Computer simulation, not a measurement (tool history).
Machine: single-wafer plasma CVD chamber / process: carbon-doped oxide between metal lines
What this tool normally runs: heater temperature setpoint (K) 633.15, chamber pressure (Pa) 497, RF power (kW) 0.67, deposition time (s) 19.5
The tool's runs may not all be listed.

run	day	heater temperature setpoint (K)	chamber pressure (Pa)	RF power (kW)	deposition time (s)	read-back reference wafer on the same gauge, thickness_nm	mean film thickness on the monitor wafer (angstrom)
1	0	633.15	497	0.67	19.5	144.191	1152.63
2	0.696	633.15	497	0.67	19.5	144.098	1149.41
# day 2.004: capacitance manometer re-zeroed and calibrated
3	2.046	633.15	497	0.67	19.5	144.042	1146.39
4	2.738	633.15	497	0.67	19.5	143.987	1150.34
# day 3.233: gauge calibrated
# day 3.692: RF generator calibrated
5	3.712	633.15	497	0.67	19.5	143.902	1189.78
6	4.558	633.15	497	0.67	19.5	144.072	1197.64
7	5.567	626.15	497	0.67	18	143.762	1128.21
8	6.725	644.15	445	0.67	21.5	143.836	1279.33
9	7.842	633.15	592	0.67	19.5	144.06	1214.65
# day 8.725: showerhead replaced, of another model than before
10	8.746	633.15	497	0.67	19.5	143.995	1202.76
11	9.088	633.15	435	0.67	16.8	143.993	1019.37
12	11.754	633.15	497	0.67	19.5	144.002	1199.44
# day 13.1: thermocouple changed; heater temperature recalibrated
13	13.121	644.15	543	0.715	18.4	143.957	1179.11
14	13.6	621.15	603	0.63	23	144	1408.16
15	14.204	624.15	407	0.79	20.9	144.115	1461.01
16	15.283	622.15	459	0.57	16.5	143.922	894.22
17	16.692	633.15	497	0.75	19.5	144.143	1297.93
18	17.417	642.15	497	0.67	18.1	144.115	1086.37
19	18.258	633.15	497	0.8	19.5	143.921	1378.62
20	18.783	633.15	620	0.555	19.5	144.066	1042.06
21	20.304	633.15	497	0.67	19.5	143.967	1191.14
22	21.35	633.15	407	0.67	22.6	144.042	1351.6
23	21.921	633.15	373	0.545	22.3	144.017	1106.94
24	23.162	633.15	497	0.67	19.5	143.961	1188.19
25	24.225	633.15	393	0.57	22.6	144.145	1165.85
26	24.904	619.15	497	0.59	16.7	143.93	945.71
27	25.921	633.15	497	0.67	19.5	144.027	1198.19

Predict each of these 5 candidate next runs independently; none follows another, all start after run 27:
A	25.938	624.15	497	0.67	19.5	?	?
B	25.938	624.15	377	0.575	17.4	?	?
C	25.938	638.15	539	0.67	18	?	?
D	25.938	633.15	395	0.805	19.5	?	?
E	25.938	643.15	497	0.775	17	?	?

run	read-back reference wafer on the same gauge, thickness_nm	mean film thickness on the monitor wafer (angstrom)
A	144.088	1215.64
B	144.088	923.36
C	144.088	1100.86
D	144.088	1343.66
E	144.088	1145.15
Without the tool's hidden state the same runs would have given:
run	mean film thickness on the monitor wafer (angstrom)
A	1225.18
B	930.97
C	1109.5
D	1353.8
E	1153.79
